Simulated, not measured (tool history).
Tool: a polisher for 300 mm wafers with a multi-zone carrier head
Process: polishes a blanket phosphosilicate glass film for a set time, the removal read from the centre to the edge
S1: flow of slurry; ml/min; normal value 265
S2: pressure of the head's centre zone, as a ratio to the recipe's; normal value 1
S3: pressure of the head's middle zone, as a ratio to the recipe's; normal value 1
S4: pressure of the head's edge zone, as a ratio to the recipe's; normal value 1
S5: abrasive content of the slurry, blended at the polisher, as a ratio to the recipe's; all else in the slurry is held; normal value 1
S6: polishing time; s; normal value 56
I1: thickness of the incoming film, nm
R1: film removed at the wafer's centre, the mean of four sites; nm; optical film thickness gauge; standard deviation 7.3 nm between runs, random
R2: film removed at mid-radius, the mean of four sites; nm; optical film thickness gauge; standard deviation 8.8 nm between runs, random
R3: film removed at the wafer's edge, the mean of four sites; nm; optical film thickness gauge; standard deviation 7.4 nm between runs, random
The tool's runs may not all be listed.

run 1 day=0 | S1=265 S2=1 S3=1 S4=1 S5=1 S6=56 | I1=4686.8 | R1=663.6 R2=685.1 R3=711.5
run 2 day=0.267 | S1=265 S2=1 S3=1 S4=1 S5=1 S6=56 | I1=4601.9 | R1=667.6 R2=687.4 R3=696.9
run 3 day=0.704 | S1=265 S2=1 S3=1 S4=1 S5=1 S6=56 | I1=4693.9 | R1=672.7 R2=695.2 R3=700.6
run 4 day=1.233 | S1=265 S2=1 S3=1 S4=1 S5=1 S6=56 | I1=4618.4 | R1=684.4 R2=694 R3=692.1
run 5 day=1.971 | S1=265 S2=1 S3=1 S4=1 S5=1 S6=56 | I1=4686.9 | R1=667.1 R2=690.4 R3=680.2
run 6 day=2.588 | S1=265 S2=1 S3=1 S4=1 S5=1 S6=56 | I1=4741.8 | R1=659.5 R2=672.9 R3=667.9
run 7 day=3.067 | S1=265 S2=1 S3=1 S4=1 S5=1 S6=56 | I1=4659.6 | R1=640 R2=649.1 R3=674
run 8 day=3.692 | S1=265 S2=1 S3=1 S4=1 S5=1 S6=56 | I1=4584 | R1=627 R2=641.2 R3=653.6
run 9 day=4.225 | S1=265 S2=1 S3=1 S4=1 S5=1 S6=56 | I1=4719.4 | R1=613.8 R2=638.5 R3=643.9
run 10 day=4.483 | S1=265 S2=1 S3=1 S4=1 S5=1 S6=56 | I1=4669.6 | R1=604.3 R2=632.9 R3=624.4
run 11 day=4.958 | S1=265 S2=1 S3=1 S4=1 S5=1 S6=76 | I1=4662.8 | R1=807.7 R2=829.3 R3=851.9
run 12 day=5.583 | S1=265 S2=1.06 S3=1.12 S4=1 S5=1 S6=56 | I1=4675.8 | R1=609.1 R2=651.7 R3=600.3
run 13 day=6.158 | S1=265 S2=1 S3=1 S4=1 S5=1 S6=56 | I1=4755.8 | R1=683.9 R2=694.5 R3=698.9
run 14 day=6.683 | S1=350 S2=0.93 S3=0.9 S4=0.94 S5=1 S6=56 | I1=4727.2 | R1=645 R2=656.1 R3=694.3
run 15 day=7.071 | S1=265 S2=1 S3=1 S4=1 S5=1 S6=56 | I1=4648.2 | R1=659.9 R2=685.9 R3=707.6
run 16 day=7.775 | S1=265 S2=1 S3=1 S4=1 S5=1 S6=75 | I1=4643.6 | R1=913 R2=910.9 R3=923
run 17 day=8.312 | S1=265 S2=1 S3=1 S4=1 S5=1 S6=76 | I1=4661 | R1=904.9 R2=937.2 R3=938.4
run 18 day=8.933 | S1=265 S2=0.91 S3=0.93 S4=1 S5=0.8 S6=56 | I1=4646.3 | R1=546.6 R2=584.3 R3=623.6
run 19 day=9.683 | S1=265 S2=1 S3=0.89 S4=1 S5=1.2 S6=56 | I1=4672.7 | R1=683.5 R2=665.5 R3=704.5
run 20 day=10.392 | S1=215 S2=1.04 S3=1 S4=0.88 S5=0.7 S6=56 | I1=4616 | R1=544.9 R2=538 R3=511
run 21 day=10.958 | S1=265 S2=1 S3=1 S4=1 S5=1 S6=56 | I1=4633.9 | R1=612.4 R2=640.4 R3=642.4
run 22 day=11.246 | S1=265 S2=1 S3=1 S4=0.89 S5=1 S6=56 | I1=4688.3 | R1=609.7 R2=632.5 R3=588.8

Taken out of this log: 5 entries between the listed runs. Where each belongs, and how the hidden state differs across it:
Runs 8 to 9: slurry nozzle cleaned (day 3.804); edge zone pressure recalibrated (day 3.821)
  removal rate lost through wear of the pad, %: 8.4 -> 10.3
  the result without the hidden state subtracted from the measured one, R1: -57.5 -> -70.1 nm; R2: -58.8 -> -73 nm; R3: -59.8 -> -73.6 nm
Runs 12 to 13: worn pad replaced by a new one (day 5.883)
  removal rate lost through wear of the pad, %: 16 -> 1.37
  the result without the hidden state subtracted from the measured one, R1: -115.6 -> -9.5 nm; R2: -123.7 -> -9.7 nm; R3: -113.9 -> -9.7 nm
Runs 13 to 14: centre zone pressure recalibrated (day 6.662)
  removal rate lost through wear of the pad, %: 1.37 -> 1.58
  the result without the hidden state subtracted from the measured one, R1: -9.5 -> -10.4 nm; R2: -9.7 -> -10.5 nm; R3: -9.7 -> -11.1 nm
Runs 16 to 17: carrier head's membrane replaced by a new one (day 8.292)
  removal rate lost through wear of the pad, %: 2.68 -> 3.55
  the result without the hidden state subtracted from the measured one, R1: -25.2 -> -33.4 nm; R2: -25.1 -> -34.5 nm; R3: -25.5 -> -34.5 nm
